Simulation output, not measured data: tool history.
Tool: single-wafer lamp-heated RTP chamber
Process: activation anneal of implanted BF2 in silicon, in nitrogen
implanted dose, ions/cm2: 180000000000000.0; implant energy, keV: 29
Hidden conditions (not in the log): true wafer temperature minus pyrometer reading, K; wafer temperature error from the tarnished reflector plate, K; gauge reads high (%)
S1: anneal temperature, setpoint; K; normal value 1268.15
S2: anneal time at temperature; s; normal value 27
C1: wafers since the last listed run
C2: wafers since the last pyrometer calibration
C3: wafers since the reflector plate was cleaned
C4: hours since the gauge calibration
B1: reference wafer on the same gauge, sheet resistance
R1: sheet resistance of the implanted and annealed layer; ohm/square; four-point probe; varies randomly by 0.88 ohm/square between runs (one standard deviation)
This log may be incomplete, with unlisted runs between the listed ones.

| run | hour | S1 | S2 | C1 | C2 | C3 | C4 | B1 | R1 |
|---|---|---|---|---|---|---|---|---|---|
| 1 | 0 | 1268.15 | 27 | 0 | 5140 | 7137 | 1690 | 561.19 | 593.13 |
| 2 | 25.6 | 1268.15 | 27 | 249 | 5389 | 7386 | 1715.6 | 561.1 | 592.25 |
| 3 | 139.5 | 1257.15 | 27 | 1108 | 6497 | 8495 | 1829.5 | 561.24 | 597.71 |
| 4 | 175.6 | 1257.15 | 27 | 351 | 6849 | 8846 | 1865.6 | 561.84 | 597.5 |
| 5 | 223.7 | 1257.15 | 27 | 468 | 7317 | 9314 | 1913.7 | 562.06 | 597.52 |
|  | 237.6 | pyrometer window cleaned and pyrometer calibrated |
| 6 | 258.5 | 1268.15 | 27 | 260 | 203 | 9575 | 1948.5 | 562.28 | 592.72 |
| 7 | 287.5 | 1252.15 | 27 | 282 | 485 | 9857 | 1977.5 | 562.5 | 601.27 |
| 8 | 318.2 | 1252.15 | 27 | 298 | 784 | 10156 | 2008.2 | 563.05 | 599.73 |
| 9 | 349.2 | 1252.15 | 27 | 301 | 1086 | 10458 | 2039.2 | 563.07 | 599.29 |
| 10 | 395.6 | 1250.15 | 30 | 451 | 1537 | 10910 | 2085.6 | 563.03 | 600.91 |
| 11 | 450.4 | 1268.15 | 27 | 533 | 2071 | 11443 | 2140.4 | 563.87 | 594.61 |
| 12 | 480.3 | 1268.15 | 27 | 291 | 2362 | 11734 | 2170.3 | 563.67 | 593.96 |
| 13 | 548.1 | 1268.15 | 27 | 659 | 3022 | 12394 | 2238.1 | 564.56 | 597.04 |
| 14 | 607.7 | 1268.15 | 27 | 580 | 3602 | 12974 | 2297.7 | 564.84 | 596.29 |
|  | 685 | reflector plate cleaned |
| 15 | 685.5 | 1268.15 | 27 | 679 | 4281 | 4 | 2375.5 | 565.53 | 596.87 |
|  | 714.8 | gauge calibrated |
| 16 | 740.8 | 1268.15 | 27 | 538 | 4819 | 542 | 26 | 554.74 | 584.69 |
| 17 | 773 | 1268.15 | 23 | 313 | 5133 | 856 | 58.2 | 554.72 | 587.33 |
| 18 | 803.9 | 1268.15 | 27 | 300 | 5433 | 1157 | 89.1 | 554.58 | 586.24 |
| 19 | 869.2 | 1268.15 | 27 | 635 | 6069 | 1792 | 154.4 | 554.92 | 585.62 |
| 20 | 904.2 | 1239.15 | 27 | 340 | 6409 | 2133 | 189.4 | 554.37 | 603.56 |
| 21 | 961.6 | 1285.15 | 36 | 558 | 6968 | 2691 | 246.8 | 554.84 | 580.69 |
| 22 | 1132.5 | 1260.15 | 38 | 1663 | 8631 | 4355 | 417.7 | 555.24 | 585.06 |
|  | 1179.8 | pyrometer window cleaned and pyrometer calibrated |
| 23 | 1180.3 | 1268.15 | 27 | 387 | 5 | 4742 | 465.5 | 555.39 | 587.53 |
| 24 | 1204 | 1278.15 | 40 | 230 | 235 | 4973 | 489.2 | 555 | 581.07 |
| 25 | 1265.5 | 1268.15 | 27 | 598 | 834 | 5571 | 550.7 | 555.36 | 587.43 |
| 26 | 1309.5 | 1251.15 | 31 | 428 | 1262 | 6000 | 594.7 | 555.72 | 592.56 |
| 27 | 1357.5 | 1285.15 | 34 | 467 | 1729 | 6467 | 642.7 | 555.43 | 582.25 |
| 28 | 1410.5 | 1296.15 | 41 | 515 | 2245 | 6983 | 695.7 | 555.48 | 579.51 |
| 29 | 1447.5 | 1238.15 | 40 | 360 | 2605 | 7343 | 732.7 | 555.38 | 599.86 |
| 30 | 1479.7 | 1268.15 | 27 | 313 | 2918 | 7656 | 764.9 | 555.81 | 587.72 |
| 31 | 1506.2 | 1244.15 | 18 | 257 | 3176 | 7914 | 791.4 | 555.96 | 602.33 |
| 32 | 1560.4 | 1293.15 | 18 | 527 | 3704 | 8441 | 845.6 | 555.79 | 585.23 |
| 33 | 1623.6 | 1268.15 | 27 | 615 | 4319 | 9057 | 908.8 | 556.44 | 588.12 |
| 34 | 1678.7 | 1268.15 | 27 | 536 | 4855 | 9593 | 963.9 | 556.44 | 587.05 |
| 35 | 1724.9 | 1268.15 | 27 | 449 | 5305 | 10043 | 1010.1 | 556.11 | 588.89 |
| 36 | 1787.4 | 1268.15 | 37 | 608 | 5913 | 10651 | 1072.6 | 556.37 | 586.83 |
|  | 1862.2 | reflector plate cleaned |
| 37 | 1862.7 | 1280.15 | 40 | 655 | 6568 | 5 | 1147.9 | 557.1 | 583.23 |
| 38 | 1888.5 | 1282.15 | 37 | 251 | 6819 | 256 | 1173.7 | 556.76 | 582.98 |

Hidden state, per run?
true wafer temperature minus pyrometer reading, K: 0 in every run
wafer temperature error from the tarnished reflector plate, K: 0 in every run
H1: gauge reads high (%)
| run | H1 |
|---|---|
| 1 | 1.04 |
| 2 | 1.07 |
| 3 | 1.19 |
| 4 | 1.23 |
| 5 | 1.29 |
| 6 | 1.33 |
| 7 | 1.37 |
| 8 | 1.41 |
| 9 | 1.44 |
| 10 | 1.5 |
| 11 | 1.58 |
| 12 | 1.62 |
| 13 | 1.71 |
| 14 | 1.79 |
| 15 | 1.9 |
| 16 | -0.0425 |
| 17 | -0.0417 |
| 18 | -0.0403 |
| 19 | -0.0353 |
| 20 | -0.0316 |
| 21 | -0.0239 |
| 22 | 0.0113 |
| 23 | 0.0243 |
| 24 | 0.0313 |
| 25 | 0.0511 |
| 26 | 0.0667 |
| 27 | 0.0851 |
| 28 | 0.107 |
| 29 | 0.123 |
| 30 | 0.138 |
| 31 | 0.151 |
| 32 | 0.178 |
| 33 | 0.213 |
| 34 | 0.245 |
| 35 | 0.273 |
| 36 | 0.313 |
| 37 | 0.365 |
| 38 | 0.383 |
